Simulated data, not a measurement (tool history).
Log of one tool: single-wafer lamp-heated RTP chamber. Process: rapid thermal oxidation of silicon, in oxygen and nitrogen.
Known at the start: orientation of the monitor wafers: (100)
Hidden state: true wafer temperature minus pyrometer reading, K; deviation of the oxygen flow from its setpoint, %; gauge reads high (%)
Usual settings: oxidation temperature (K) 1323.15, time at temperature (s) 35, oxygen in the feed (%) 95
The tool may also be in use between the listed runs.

| run | hour | oxidation temperature (K) | time at temperature (s) | oxygen in the feed (%) | wafers since the last listed run | wafers since the last pyrometer calibration | hours since the oxygen flow controller was replaced | hours since the gauge calibration | read-back reference wafer on the same gauge, thickness | oxide thickness on the monitor wafer (angstrom) |
|---|---|---|---|---|---|---|---|---|---|---|
| 1 | 0.0 | 1323.15 | 39 | 95 | 0 | 6153 | 4318.2 | 131.5 | 6.857 | 79.83 |
| 2 | 58.8 | 1323.15 | 39 | 95 | 643 | 6796 | 4377.0 | 190.3 | 6.853 | 80.41 |
|  | 124.3 | pyrometer window cleaned and pyrometer calibrated |
| 3 | 140.5 | 1323.15 | 39 | 95 | 806 | 177 | 4458.7 | 272.0 | 6.845 | 78.33 |
| 4 | 196.7 | 1323.15 | 35 | 95 | 615 | 792 | 4514.9 | 328.2 | 6.854 | 75.01 |
| 5 | 284.4 | 1323.15 | 35 | 95 | 960 | 1752 | 4602.6 | 415.9 | 6.853 | 75.41 |
| 6 | 348.4 | 1323.15 | 35 | 95 | 700 | 2453 | 4666.6 | 479.9 | 6.840 | 75.66 |
| 7 | 387.9 | 1323.15 | 47 | 95 | 432 | 2885 | 4706.1 | 519.4 | 6.850 | 85.93 |
| 8 | 448.8 | 1349.15 | 35 | 95 | 666 | 3552 | 4767.0 | 580.3 | 6.849 | 89.48 |
|  | 512.5 | oxygen flow controller replaced |
| 9 | 526.6 | 1323.15 | 18 | 95 | 764 | 4316 | 14.1 | 658.1 | 6.853 | 57.24 |
| 10 | 618.1 | 1299.15 | 35 | 98 | 1001 | 5318 | 105.6 | 749.6 | 6.849 | 65.31 |
| 11 | 686.7 | 1323.15 | 35 | 95 | 750 | 6069 | 174.2 | 818.2 | 6.845 | 75.61 |
|  | 845.8 | pyrometer window cleaned and pyrometer calibrated |
|  | 851.6 | gauge calibrated |
| 12 | 960.3 | 1323.15 | 35 | 74 | 2907 | 1253 | 447.8 | 108.7 | 6.850 | 68.86 |
| 13 | 1041.9 | 1323.15 | 35 | 95 | 893 | 2146 | 529.4 | 190.3 | 6.856 | 75.63 |
| 14 | 1146.3 | 1334.15 | 51 | 98 | 1142 | 3289 | 633.8 | 294.7 | 6.847 | 96.84 |

Forecast each of these 3 alternatives for the next run:
| A | 1146.8 | 1323.15 | 35 | 95 | 5 | 3295 | 634.3 | 295.2 | ? | ? |
| B | 1146.8 | 1338.15 | 27 | 98 | 5 | 3295 | 634.3 | 295.2 | ? | ? |
| C | 1146.8 | 1305.15 | 44 | 70 | 5 | 3295 | 634.3 | 295.2 | ? | ? |

| run | read-back reference wafer on the same gauge, thickness | oxide thickness on the monitor wafer (angstrom) |
|---|---|---|
| A | 6.850 | 75.16 |
| B | 6.850 | 75.23 |
| C | 6.850 | 65.87 |
Without the tool's hidden state the same runs would have given:
| run | oxide thickness on the monitor wafer (angstrom) |
|---|---|
| A | 74.42 |
| B | 74.51 |
| C | 65.21 |
